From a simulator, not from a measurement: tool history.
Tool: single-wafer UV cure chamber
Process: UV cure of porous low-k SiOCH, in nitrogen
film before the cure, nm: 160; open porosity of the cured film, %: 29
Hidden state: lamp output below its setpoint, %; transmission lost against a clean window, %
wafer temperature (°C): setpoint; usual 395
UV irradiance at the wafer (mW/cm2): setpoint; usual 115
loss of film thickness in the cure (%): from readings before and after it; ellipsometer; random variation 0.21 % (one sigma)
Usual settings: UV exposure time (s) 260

run	day	wafer temperature (°C)	UV exposure time (s)	UV irradiance at the wafer (mW/cm2)	wafers since the last listed run	hours since the UV bulbs were replaced	wafers since the quartz window was cleaned	loss of film thickness in the cure (%)
1	0.000	395	260	115	0	1145.1	2132	15.117
# day 0.904: quartz window cleaned
2	2.617	395	260	115	612	1207.9	460	14.928
3	4.592	395	260	115	530	1255.3	990	14.906
4	7.471	395	260	115	772	1324.4	1763	14.563
# day 8.100: quartz window cleaned
5	9.717	395	260	115	513	1378.3	433	14.871
6	12.167	395	260	115	657	1437.1	1091	14.716
7	14.067	395	260	115	510	1482.7	1601	14.856
# day 15.200: quartz window cleaned
8	15.992	395	260	115	427	1528.9	212	14.433
# day 17.608: UV bulbs replaced
9	17.629	395	260	115	350	0.5	562	16.588
10	18.892	395	260	115	338	30.8	901	16.460
11	20.250	413	260	115	364	63.4	1265	16.923
12	22.617	395	260	115	635	120.2	1901	16.239
# day 22.988: quartz window cleaned
13	25.271	395	260	83	623	183.9	612	14.209
14	26.608	395	260	75	359	216.0	972	14.000
15	28.592	395	260	115	532	263.6	1504	15.946
16	31.021	376	260	115	652	321.9	2156	15.743
# day 31.658: quartz window cleaned
17	32.908	395	260	131	417	367.2	335	16.997
18	35.304	380	260	115	643	424.7	978	15.709
19	37.492	395	405	90	587	477.2	1565	16.940
# day 38.788: quartz window cleaned
20	39.642	395	260	115	487	528.8	229	15.946
21	41.029	395	260	115	372	562.1	602	15.653

Forecast each of these 4 alternatives for the next run:
A	41.046	395	260	141	4	562.5	606	?
B	41.046	402	260	115	4	562.5	606	?
C	41.046	380	260	131	4	562.5	606	?
D	41.046	395	260	90	4	562.5	606	?

run	loss of film thickness in the cure (%)
A	17.023
B	16.039
C	16.280
D	14.552
Without the tool's hidden state the same runs would have given:
run	loss of film thickness in the cure (%)
A	17.994
B	17.000
C	17.243
D	15.491

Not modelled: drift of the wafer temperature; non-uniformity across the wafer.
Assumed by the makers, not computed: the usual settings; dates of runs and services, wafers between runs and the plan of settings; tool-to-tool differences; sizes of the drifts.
